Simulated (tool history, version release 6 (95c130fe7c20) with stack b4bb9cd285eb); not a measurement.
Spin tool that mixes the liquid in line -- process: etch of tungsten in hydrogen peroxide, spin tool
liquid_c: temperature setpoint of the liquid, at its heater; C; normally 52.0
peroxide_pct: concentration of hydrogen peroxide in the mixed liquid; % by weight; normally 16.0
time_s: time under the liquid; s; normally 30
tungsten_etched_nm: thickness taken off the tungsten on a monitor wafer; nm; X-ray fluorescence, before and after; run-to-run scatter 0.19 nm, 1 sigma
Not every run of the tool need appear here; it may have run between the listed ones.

run    hour  liquid_c  peroxide_pct  time_s  wafers since the last listed run  hours since the thermometer was replaced  hours since the peroxide flow meter was replaced  hours since the heated supply line was repaired  hours since the drum of peroxide was connected  hours since the gauge calibration  read-back film thickness of the tungsten reference wafer, read on the same gauge (nm)  tungsten_etched_nm
  1     0.0      52.0          13.5      30                                 0                                    1186.5                                             471.7                                           1795.3                                           647.5                              637.4                                                                                  40.00               21.02
  2    58.2      52.0          13.5      30                               732                                    1244.7                                             529.9                                           1853.5                                           705.7                              695.6                                                                                  39.99               20.86
  3   101.8      52.0          16.0      30                               548                                    1288.3                                             573.5                                           1897.1                                           749.3                              739.2                                                                                  40.04               22.80
  4   147.0      52.0          16.0      30                               568                                    1333.5                                             618.7                                           1942.3                                           794.5                              784.4                                                                                  39.99               22.66
  5   186.2      52.0          16.0      30                               493                                    1372.7                                             657.9                                           1981.5                                           833.7                              823.6                                                                                  40.00               22.80
  6   255.4      52.0          16.0      30                               870                                    1441.9                                             727.1                                           2050.7                                           902.9                              892.8                                                                                  40.00               22.93
  7   317.0      52.0          16.0      30                               775                                    1503.5                                             788.7                                           2112.3                                           964.5                              954.4                                                                                  39.98               22.22
  8   346.6      52.0          16.0      30                               372                                    1533.1                                             818.3                                           2141.9                                           994.1                              984.0                                                                                  40.01               22.75
  9   387.1      52.0          16.0      30                               509                                    1573.6                                             858.8                                           2182.4                                          1034.6                             1024.5                                                                                  40.00               22.52
      414.6  -- heated supply line repaired
      417.5  -- new drum of peroxide connected
 10   456.7      52.0          16.0      30                               850                                    1643.2                                             928.4                                             42.1                                            39.2                             1094.1                                                                                  39.99               24.85
 11   501.3      44.5          16.0      35                               561                                    1687.8                                             973.0                                             86.7                                            83.8                             1138.7                                                                                  39.99               18.11
 12   561.6      44.5          16.0      35                               758                                    1748.1                                            1033.3                                            147.0                                           144.1                             1199.0                                                                                  40.01               18.01
      572.4  -- thermometer replaced
      575.3  -- gauge calibrated
 13   602.2      48.5          16.0      45                               498                                      29.8                                            1073.9                                            187.6                                           184.7                               26.9                                                                                  39.99               29.52
 14   632.5      52.0          19.5      50                               381                                      60.1                                            1104.2                                            217.9                                           215.0                               57.2                                                                                  39.99               44.92
 15   671.1      47.5          14.5      50                               485                                      98.7                                            1142.8                                            256.5                                           253.6                               95.8                                                                                  39.99               29.35
      681.9  -- peroxide flow meter replaced
 16   725.0      55.0          18.0      15                               665                                     152.6                                              43.1                                            310.4                                           307.5                              149.7                                                                                  40.04               15.36
 17   786.2      52.0          19.0      20                               770                                     213.8                                             104.3                                            371.6                                           368.7                              210.9                                                                                  39.97               17.89
 18   824.0      48.0          18.5      30                               475                                     251.6                                             142.1                                            409.4                                           406.5                              248.7                                                                                  39.99               20.42
 19   851.5      52.0          16.0      30                               346                                     279.1                                             169.6                                            436.9                                           434.0                              276.2                                                                                  40.01               24.18
 20   890.6      48.0          21.0      45                               492                                     318.2                                             208.7                                            476.0                                           473.1                              315.3                                                                                  40.01               32.81
 21   945.6      44.0          12.0      20                               692                                     373.2                                             263.7                                            531.0                                           528.1                              370.3                                                                                  39.98                8.51
 22  1006.9      57.0          14.5      30                               771                                     434.5                                             325.0                                            592.3                                           589.4                              431.6                                                                                  40.01               30.92
 23  1054.7      55.5          16.0      30                               601                                     482.3                                             372.8                                            640.1                                           637.2                              479.4                                                                                  39.98               29.37
 24  1089.0      52.0          16.0      30                               431                                     516.6                                             407.1                                            674.4                                           671.5                              513.7                                                                                  40.02               24.28

Hidden state, per run?
liquid colder than its thermometer reads (K): 0 across all the runs
peroxide flow above the setpoint (%): 0 across all the runs
peroxide weaker than its label (%): 0 across all the runs
gauge reads high (%): 0 across all the runs
H1: temperature lost on the way to the wafer (K)
run      H1
  1    1.31
  2    1.35
  3    1.37
  4     1.4
  5    1.42
  6    1.47
  7     1.5
  8    1.52
  9    1.55
 10  0.0727
 11  0.0998
 12   0.136
 13   0.161
 14    0.18
 15   0.203
 16   0.236
 17   0.273
 18   0.296
 19   0.313
 20   0.336
 21    0.37
 22   0.407
 23   0.436
 24   0.457
